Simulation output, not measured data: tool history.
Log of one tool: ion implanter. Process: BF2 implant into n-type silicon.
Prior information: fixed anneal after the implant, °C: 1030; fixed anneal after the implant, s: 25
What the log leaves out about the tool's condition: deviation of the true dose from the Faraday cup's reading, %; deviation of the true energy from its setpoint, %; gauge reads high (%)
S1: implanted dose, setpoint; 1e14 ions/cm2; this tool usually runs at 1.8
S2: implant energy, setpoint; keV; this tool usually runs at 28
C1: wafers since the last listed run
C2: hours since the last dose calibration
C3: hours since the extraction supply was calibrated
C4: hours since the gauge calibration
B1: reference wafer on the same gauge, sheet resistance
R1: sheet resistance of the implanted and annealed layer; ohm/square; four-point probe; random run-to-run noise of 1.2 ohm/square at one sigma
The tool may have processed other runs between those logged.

| run | hour | S1 | S2 | C1 | C2 | C3 | C4 | B1 | R1 |
|---|---|---|---|---|---|---|---|---|---|
| 1 | 0 | 1.8 | 28 | 0 | 1110.2 | 2066.4 | 1596.6 | 544.33 | 516.72 |
| 2 | 53.4 | 1.8 | 28 | 932 | 1163.6 | 2119.8 | 1650 | 545.36 | 517.6 |
| 3 | 93.1 | 1.8 | 28 | 693 | 1203.3 | 2159.5 | 1689.7 | 544.8 | 517.66 |
| 4 | 136.5 | 1.8 | 28 | 758 | 1246.7 | 2202.9 | 1733.1 | 544.95 | 514.66 |
| 5 | 184.6 | 1.8 | 28 | 840 | 1294.8 | 2251 | 1781.2 | 544.54 | 515.09 |
| 6 | 242.2 | 2.19 | 28 | 1006 | 1352.4 | 2308.6 | 1838.8 | 545.3 | 435.85 |
| 7 | 284.7 | 2.19 | 28 | 742 | 1394.9 | 2351.1 | 1881.3 | 545.23 | 438.09 |
| 8 | 342.1 | 2.19 | 28 | 1002 | 1452.3 | 2408.5 | 1938.7 | 544.87 | 437.17 |
| 9 | 372.5 | 1.45 | 28 | 531 | 1482.7 | 2438.9 | 1969.1 | 544.71 | 618.86 |
| 10 | 443.8 | 1.45 | 28 | 1245 | 1554 | 2510.2 | 2040.4 | 544.71 | 614.33 |
| 11 | 494.3 | 1.45 | 28 | 882 | 1604.5 | 2560.7 | 2090.9 | 545.06 | 616.73 |
| 12 | 553.6 | 1.8 | 35.5 | 1035 | 1663.8 | 2620 | 2150.2 | 544.64 | 501.6 |
|  | 576.1 | extraction supply calibrated |
|  | 599.1 | gauge calibrated |
| 13 | 614.6 | 1.8 | 28 | 925 | 1724.8 | 38.5 | 15.5 | 544.6 | 514.14 |
| 14 | 678.2 | 1.8 | 28 | 1111 | 1788.4 | 102.1 | 79.1 | 545.07 | 514.26 |
| 15 | 709 | 1.8 | 28 | 538 | 1819.2 | 132.9 | 109.9 | 545.19 | 515.2 |
| 16 | 772 | 1.8 | 28 | 1100 | 1882.2 | 195.9 | 172.9 | 545.09 | 515.89 |
| 17 | 834.5 | 1.8 | 28 | 1091 | 1944.7 | 258.4 | 235.4 | 545.14 | 516.17 |
| 18 | 883.6 | 1.64 | 32.5 | 857 | 1993.8 | 307.5 | 284.5 | 545.26 | 547.98 |
| 19 | 909.1 | 1.64 | 23 | 445 | 2019.3 | 333 | 310 | 545.17 | 571.37 |
|  | 1049.7 | Faraday cup replaced and dose calibrated |
| 20 | 1059.5 | 2.05 | 18.5 | 2487 | 9.8 | 483.4 | 460.4 | 545.01 | 480.1 |
| 21 | 1118.7 | 1.8 | 28 | 1034 | 69 | 542.6 | 519.6 | 544.9 | 515.7 |
| 22 | 1154.8 | 2.03 | 19 | 630 | 105.1 | 578.7 | 555.7 | 544.25 | 486.36 |
| 23 | 1221.6 | 2 | 23.5 | 1166 | 171.9 | 645.5 | 622.5 | 544.42 | 481.75 |
| 24 | 1249.9 | 1.41 | 23.5 | 494 | 200.2 | 673.8 | 650.8 | 544.72 | 644.35 |
| 25 | 1334 | 1.8 | 28 | 1469 | 284.3 | 757.9 | 734.9 | 544.4 | 514.28 |
| 26 | 1387.6 | 1.28 | 31 | 936 | 337.9 | 811.5 | 788.5 | 545.55 | 671.64 |
| 27 | 1422.9 | 1.8 | 28 | 616 | 373.2 | 846.8 | 823.8 | 544.92 | 517.5 |
| 28 | 1475.5 | 1.8 | 28 | 918 | 425.8 | 899.4 | 876.4 | 544.91 | 515.28 |
| 29 | 1504.7 | 1.27 | 20.5 | 510 | 455 | 928.6 | 905.6 | 545 | 718.12 |
| 30 | 1556.1 | 2 | 23.5 | 897 | 506.4 | 980 | 957 | 544.65 | 478.62 |
| 31 | 1743.6 | 1.8 | 28 | 3275 | 693.9 | 1167.5 | 1144.5 | 544.97 | 513.04 |
| 32 | 1781.1 | 1.8 | 28 | 655 | 731.4 | 1205 | 1182 | 544.96 | 515.1 |
| 33 | 1831.4 | 1.53 | 21 | 878 | 781.7 | 1255.3 | 1232.3 | 545.12 | 610.48 |
| 34 | 1900 | 2.04 | 22 | 1198 | 850.3 | 1323.9 | 1300.9 | 544.99 | 475.09 |
| 35 | 1933.7 | 2.28 | 32.5 | 588 | 884 | 1357.6 | 1334.6 | 544.86 | 416.84 |
| 36 | 1959.2 | 1.46 | 32.5 | 445 | 909.5 | 1383.1 | 1360.1 | 544.68 | 601.48 |

Hidden state, per run?
deviation of the true dose from the Faraday cup's reading, %: 0 across all the runs
deviation of the true energy from its setpoint, %: 0 across all the runs
gauge reads high (%): 0 across all the runs
